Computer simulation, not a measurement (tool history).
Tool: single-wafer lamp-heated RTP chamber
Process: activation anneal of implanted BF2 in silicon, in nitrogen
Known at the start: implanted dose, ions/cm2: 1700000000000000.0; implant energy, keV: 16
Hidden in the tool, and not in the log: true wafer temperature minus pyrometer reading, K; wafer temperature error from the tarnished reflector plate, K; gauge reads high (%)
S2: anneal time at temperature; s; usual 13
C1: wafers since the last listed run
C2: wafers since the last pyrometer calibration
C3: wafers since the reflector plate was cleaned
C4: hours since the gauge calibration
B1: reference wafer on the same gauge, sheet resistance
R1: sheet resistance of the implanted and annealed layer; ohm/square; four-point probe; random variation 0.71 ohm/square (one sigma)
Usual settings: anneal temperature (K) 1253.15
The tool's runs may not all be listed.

Run 1, hour 0.0: usual settings; C1 0; C2 3740; C3 3740; C4 134.5; B1 228.95. Result: R1 252.13 ohm/square.
Run 2, hour 38.0: usual settings; C1 686; C2 4427; C3 4427; C4 172.5; B1 229.03. Result: R1 252.33 ohm/square.
At hour 70.9: pyrometer window cleaned and pyrometer calibrated.
Run 3, hour 73.8: usual settings; C1 502; C2 51; C3 4929; C4 208.3; B1 228.99. Result: R1 254.59 ohm/square.
At hour 118.3: reflector plate cleaned.
Run 4, hour 122.8: usual settings; C1 740; C2 792; C3 80; C4 257.3; B1 229.05. Result: R1 256.53 ohm/square.
Run 5, hour 175.8: usual settings; C1 957; C2 1749; C3 1037; C4 310.3; B1 229.21. Result: R1 256.56 ohm/square.
Run 6, hour 218.0: usual settings but S2 16 s; C1 762; C2 2511; C3 1799; C4 352.5; B1 229.08. Result: R1 247.64 ohm/square.
Run 7, hour 248.1: usual settings but S2 16 s; C1 543; C2 3054; C3 2343; C4 382.6; B1 229.13. Result: R1 247.89 ohm/square.
Run 8, hour 274.8: usual settings but S2 16 s; C1 482; C2 3536; C3 2825; C4 409.3; B1 229.06. Result: R1 246.13 ohm/square.
At hour 324.7: pyrometer window cleaned and pyrometer calibrated.
Run 9, hour 325.4: usual settings; C1 769; C2 13; C3 3594; C4 459.9; B1 228.98. Result: R1 257.78 ohm/square.
At hour 383.8: reflector plate cleaned.
Run 10, hour 410.5: usual settings; C1 1392; C2 1405; C3 482; C4 545.0; B1 229.12. Result: R1 258.01 ohm/square.
Run 11, hour 452.6: usual settings; C1 760; C2 2166; C3 1242; C4 587.1; B1 229.13. Result: R1 256.93 ohm/square.
Run 12, hour 492.9: usual settings; C1 727; C2 2893; C3 1970; C4 627.4; B1 229.18. Result: R1 254.63 ohm/square.
Run 13, hour 576.8: usual settings but S2 20 s; C1 1515; C2 4408; C3 3485; C4 711.3; B1 229.07. Result: R1 238.23 ohm/square.
At hour 605.0: gauge calibrated.
At hour 629.6: pyrometer window cleaned and pyrometer calibrated.
Run 14, hour 637.4: usual settings but anneal temperature (K) 1263.15, S2 19 s; C1 949; C2 140; C3 4435; C4 32.4; B1 229.03. Result: R1 221.85 ohm/square.
At hour 683.1: reflector plate cleaned.
Run 15, hour 689.7: usual settings but anneal temperature (K) 1274.15, S2 7 s; C1 799; C2 940; C3 119; C4 84.7; B1 228.88. Result: R1 239.82 ohm/square.
Run 16, hour 750.6: usual settings but anneal temperature (K) 1272.15, S2 7 s; C1 1099; C2 2040; C3 1218; C4 145.6; B1 228.67. Result: R1 242.90 ohm/square.
Run 17, hour 812.3: usual settings but anneal temperature (K) 1241.15, S2 9 s; C1 1114; C2 3154; C3 2332; C4 207.3; B1 229.08. Result: R1 288.23 ohm/square.
At hour 877.9: pyrometer window cleaned and pyrometer calibrated.
Run 18, hour 879.9: usual settings; C1 1076; C2 35; C3 3409; C4 274.9; B1 229.05. Result: R1 256.94 ohm/square.
Run 19, hour 924.3: usual settings; C1 801; C2 837; C3 4210; C4 319.3; B1 229.08. Result: R1 253.94 ohm/square.
Run 20, hour 975.5: usual settings but anneal temperature (K) 1227.15, S2 6 s; C1 924; C2 1761; C3 5135; C4 370.5; B1 229.28. Result: R1 321.02 ohm/square.
At hour 1008.4: reflector plate cleaned.
Run 21, hour 1008.9: usual settings but anneal temperature (K) 1242.15, S2 19 s; C1 458; C2 2220; C3 8; C4 403.9; B1 228.65. Result: R1 267.04 ohm/square.
Run 22, hour 1061.3: usual settings but S2 18 s; C1 946; C2 3166; C3 955; C4 456.3; B1 228.87. Result: R1 244.10 ohm/square.
Run 23, hour 1122.5: usual settings; C1 1105; C2 4271; C3 2060; C4 517.5; B1 229.18. Result: R1 254.58 ohm/square.
At hour 1140.2: pyrometer window cleaned and pyrometer calibrated.
Run 24, hour 1188.7: usual settings but anneal temperature (K) 1277.15; C1 1050; C2 876; C3 3111; C4 583.7; B1 229.02. Result: R1 212.63 ohm/square.
At hour 1278.2: reflector plate cleaned.
Run 25, hour 1372.0: usual settings but anneal temperature (K) 1239.15, S2 17 s; C1 3165; C2 4041; C3 1693; C4 767.0; B1 228.99. Result: R1 275.13 ohm/square.

Forecast each of these 4 alternatives for the next run:
Run A, hour 1372.4: usual settings; C1 7; C2 4048; C3 1700; C4 767.4; B1 ?. Result: R1 ?.
Run B, hour 1372.4: usual settings but anneal temperature (K) 1265.15, S2 8 s; C1 7; C2 4048; C3 1700; C4 767.4; B1 ?. Result: R1 ?.
Run C, hour 1372.4: usual settings but anneal temperature (K) 1281.15, S2 9 s; C1 7; C2 4048; C3 1700; C4 767.4; B1 ?. Result: R1 ?.
Run D, hour 1372.4: usual settings but anneal temperature (K) 1262.15, S2 9 s; C1 7; C2 4048; C3 1700; C4 767.4; B1 ?. Result: R1 ?.

run      B1      R1
  A  229.06  255.45
  B  229.06  248.73
  C  229.06  218.19
  D  229.06  250.35
Without the tool's hidden state the same runs would have given:
run      R1
  A  262.46
  B  254.78
  C  223.96
  D  256.63

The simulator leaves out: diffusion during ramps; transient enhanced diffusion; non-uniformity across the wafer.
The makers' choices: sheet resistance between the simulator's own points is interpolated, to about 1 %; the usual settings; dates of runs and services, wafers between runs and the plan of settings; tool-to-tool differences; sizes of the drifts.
